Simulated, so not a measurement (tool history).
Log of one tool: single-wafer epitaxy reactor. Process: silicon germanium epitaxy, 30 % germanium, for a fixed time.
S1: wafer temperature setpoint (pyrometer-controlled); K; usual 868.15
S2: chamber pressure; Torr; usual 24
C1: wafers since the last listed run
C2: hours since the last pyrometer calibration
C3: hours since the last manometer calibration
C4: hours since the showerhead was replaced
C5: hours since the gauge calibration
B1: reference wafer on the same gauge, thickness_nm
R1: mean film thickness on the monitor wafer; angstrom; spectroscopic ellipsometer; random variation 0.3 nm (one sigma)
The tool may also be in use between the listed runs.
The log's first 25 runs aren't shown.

run    hour      S1    S2    C1      C2     C3      C4      C5      B1      R1
 26  2258.6  868.15    24  1310   382.6  309.9  1264.3  3606.4  61.554  575.71
     2260.1  -- gauge calibrated
 27  2297.8  875.15  21.4   599   421.8  349.1  1303.5    37.7  61.584  595.14
 28  2399.2  855.15  22.1  1550   523.2  450.5  1404.9   139.1  61.684  441.53
 29  2481.9  879.15  28.2  1264   605.9  533.2  1487.6   221.8   61.67  778.56
 30  2548.4  877.15    24  1016   672.4  599.7  1554.1   288.3  61.611   672.5
 31  2656.4  859.15  20.1  1650   780.4  707.7  1662.1   396.3  61.594  442.37
 32  2746.8  868.15  27.2  1381   870.8  798.1  1752.5   486.7  61.572  637.32
 33  2817.5  868.15  26.6  1080   941.5  868.8  1823.2   557.4   61.63  627.75
 34    2909  854.15  27.6  1398    1033  960.3  1914.7   648.9   61.62  513.35
       3020  -- capacitance manometer re-zeroed and calibrated
 35  3101.8  868.15  20.7  2824  1225.8   81.8  2107.5   841.7  61.641  521.99

3 ways to go on from here, each from the tool as it stands after run 35. What would each give?
  A  3102.2  868.15    24   6  1226.2  82.2  2107.9  842.1   ?   ?
  B  3102.2  876.15  28.4   6  1226.2  82.2  2107.9  842.1   ?   ?
  C  3102.2  860.15  26.3   6  1226.2  82.2  2107.9  842.1   ?   ?

run      B1      R1
  A  61.721  590.15
  B  61.721  751.17
  C  61.721  551.74
Without the tool's hidden state the same runs would have given:
run      R1
  A  561.54
  B  715.32
  C  524.56

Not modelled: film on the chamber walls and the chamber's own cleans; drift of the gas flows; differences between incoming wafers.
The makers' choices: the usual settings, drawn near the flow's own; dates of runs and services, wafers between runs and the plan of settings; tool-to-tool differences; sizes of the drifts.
